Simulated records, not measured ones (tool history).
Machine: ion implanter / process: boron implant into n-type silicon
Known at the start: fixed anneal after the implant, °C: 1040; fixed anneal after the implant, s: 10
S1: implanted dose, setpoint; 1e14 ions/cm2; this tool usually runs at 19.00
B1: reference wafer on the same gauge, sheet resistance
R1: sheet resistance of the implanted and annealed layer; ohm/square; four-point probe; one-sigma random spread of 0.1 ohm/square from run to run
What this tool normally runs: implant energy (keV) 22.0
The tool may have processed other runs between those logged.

{"run": 1, "hour": 0.0, "S1": 19.0, "implant energy (keV)": 22.0, "B1": 77.8, "R1": 66.89}
{"run": 2, "hour": 12.2, "S1": 19.0, "implant energy (keV)": 22.0, "B1": 77.81, "R1": 66.83}
{"run": 3, "hour": 47.9, "S1": 19.0, "implant energy (keV)": 22.0, "B1": 77.77, "R1": 67.11}
{"run": 4, "hour": 76.8, "S1": 19.0, "implant energy (keV)": 24.5, "B1": 77.78, "R1": 65.71}
{"run": 5, "hour": 96.5, "S1": 19.0, "implant energy (keV)": 24.5, "B1": 77.83, "R1": 65.81}
{"run": 6, "hour": 117.8, "S1": 19.0, "implant energy (keV)": 22.0, "B1": 77.76, "R1": 67.1}
{"run": 7, "hour": 130.7, "S1": 19.0, "implant energy (keV)": 22.0, "B1": 77.79, "R1": 67.23}
{"run": 8, "hour": 156.0, "S1": 19.0, "implant energy (keV)": 22.0, "B1": 77.8, "R1": 67.39}
{"hour": 165.2, "done": "Faraday cup replaced and dose calibrated"}
{"hour": 171.4, "done": "extraction supply calibrated"}
{"run": 9, "hour": 171.9, "S1": 19.0, "implant energy (keV)": 22.0, "B1": 77.78, "R1": 66.54}
{"run": 10, "hour": 199.8, "S1": 14.69, "implant energy (keV)": 16.0, "B1": 77.79, "R1": 84.39}
{"run": 11, "hour": 217.7, "S1": 21.14, "implant energy (keV)": 26.0, "B1": 77.76, "R1": 60.07}
{"run": 12, "hour": 246.2, "S1": 21.14, "implant energy (keV)": 26.0, "B1": 77.79, "R1": 59.95}
{"run": 13, "hour": 265.8, "S1": 21.14, "implant energy (keV)": 26.0, "B1": 77.76, "R1": 59.94}
{"run": 14, "hour": 280.4, "S1": 19.0, "implant energy (keV)": 22.0, "B1": 77.85, "R1": 66.6}
{"run": 15, "hour": 305.8, "S1": 19.0, "implant energy (keV)": 22.0, "B1": 77.81, "R1": 66.69}
{"run": 16, "hour": 321.1, "S1": 23.09, "implant energy (keV)": 22.0, "B1": 77.79, "R1": 58.99}
{"hour": 324.7, "done": "gauge calibrated"}
{"run": 17, "hour": 342.6, "S1": 16.47, "implant energy (keV)": 15.5, "B1": 77.75, "R1": 78.95}
{"run": 18, "hour": 374.8, "S1": 21.56, "implant energy (keV)": 28.5, "B1": 77.78, "R1": 58.25}
{"run": 19, "hour": 395.5, "S1": 19.0, "implant energy (keV)": 17.0, "B1": 77.81, "R1": 71.11}
{"run": 20, "hour": 418.4, "S1": 23.1, "implant energy (keV)": 27.5, "B1": 77.82, "R1": 56.0}
{"run": 21, "hour": 505.7, "S1": 19.0, "implant energy (keV)": 19.5, "B1": 77.85, "R1": 68.42}
{"run": 22, "hour": 518.2, "S1": 19.0, "implant energy (keV)": 22.0, "B1": 77.8, "R1": 66.7}
{"run": 23, "hour": 550.6, "S1": 23.42, "implant energy (keV)": 22.0, "B1": 77.81, "R1": 58.68}
{"run": 24, "hour": 583.0, "S1": 19.0, "implant energy (keV)": 22.0, "B1": 77.77, "R1": 66.71}
{"run": 25, "hour": 614.0, "S1": 17.21, "implant energy (keV)": 18.0, "B1": 77.79, "R1": 74.3}
{"run": 26, "hour": 641.4, "S1": 19.0, "implant energy (keV)": 24.5, "B1": 77.83, "R1": 65.51}
{"run": 27, "hour": 656.0, "S1": 22.68, "implant energy (keV)": 22.0, "B1": 77.82, "R1": 59.74}
{"run": 28, "hour": 684.0, "S1": 14.52, "implant energy (keV)": 28.5, "B1": 77.79, "R1": 79.41}
{"run": 29, "hour": 700.6, "S1": 19.0, "implant energy (keV)": 22.0, "B1": 77.83, "R1": 66.81}
{"run": 30, "hour": 716.6, "S1": 24.16, "implant energy (keV)": 28.0, "B1": 77.78, "R1": 54.55}
{"run": 31, "hour": 815.4, "S1": 22.79, "implant energy (keV)": 19.5, "B1": 77.81, "R1": 62.14}
{"run": 32, "hour": 828.1, "S1": 16.21, "implant energy (keV)": 19.0, "B1": 77.84, "R1": 76.92}
{"hour": 857.9, "done": "Faraday cup replaced and dose calibrated"}
{"run": 33, "hour": 858.4, "S1": 20.6, "implant energy (keV)": 25.0, "B1": 77.82, "R1": 61.5}
{"run": 34, "hour": 870.8, "S1": 16.56, "implant energy (keV)": 16.5, "B1": 77.78, "R1": 77.42}
{"run": 35, "hour": 890.2, "S1": 13.39, "implant energy (keV)": 28.5, "B1": 77.84, "R1": 84.3}
{"run": 36, "hour": 902.9, "S1": 15.71, "implant energy (keV)": 28.5, "B1": 77.79, "R1": 73.97}
{"run": 37, "hour": 925.6, "S1": 22.29, "implant energy (keV)": 25.0, "B1": 77.86, "R1": 58.5}

Pick out some run-to-run changes in R1. Of each, how much would a tool without hidden state show as well, from the settings, what came in and chance, and how much is left for the hidden state and any gauge scatter not in both results compared?
Hidden state at play: deviation of the true dose from the Faraday cup's reading, %; deviation of the true energy from its setpoint, %; gauge reads high (%).
Run 8 -> 9: Faraday cup replaced and dose calibrated, extraction supply calibrated. R1 -0.85 ohm/square: hidden state -0.73, all else -0.12.
Run 10 -> 11: S1 14.69 -> 21.14, implant energy (keV) 16.0 -> 26.0. R1 -24.32 ohm/square: hidden state +0.00, all else -24.32.
Run 16 -> 17: S1 23.09 -> 16.47, implant energy (keV) 22.0 -> 15.5, gauge calibrated. R1 +19.96 ohm/square: hidden state +0.02, all else +19.94.
Run 17 -> 18: S1 16.47 -> 21.56, implant energy (keV) 15.5 -> 28.5. R1 -20.70 ohm/square: hidden state +0.01, all else -20.71.
Run 27 -> 28: S1 22.68 -> 14.52, implant energy (keV) 22.0 -> 28.5. R1 +19.67 ohm/square: hidden state +0.34, all else +19.33.
Run 32 -> 33: S1 16.21 -> 20.60, implant energy (keV) 19.0 -> 25.0, Faraday cup replaced and dose calibrated. R1 -15.42 ohm/square: hidden state -0.79, all else -14.63.
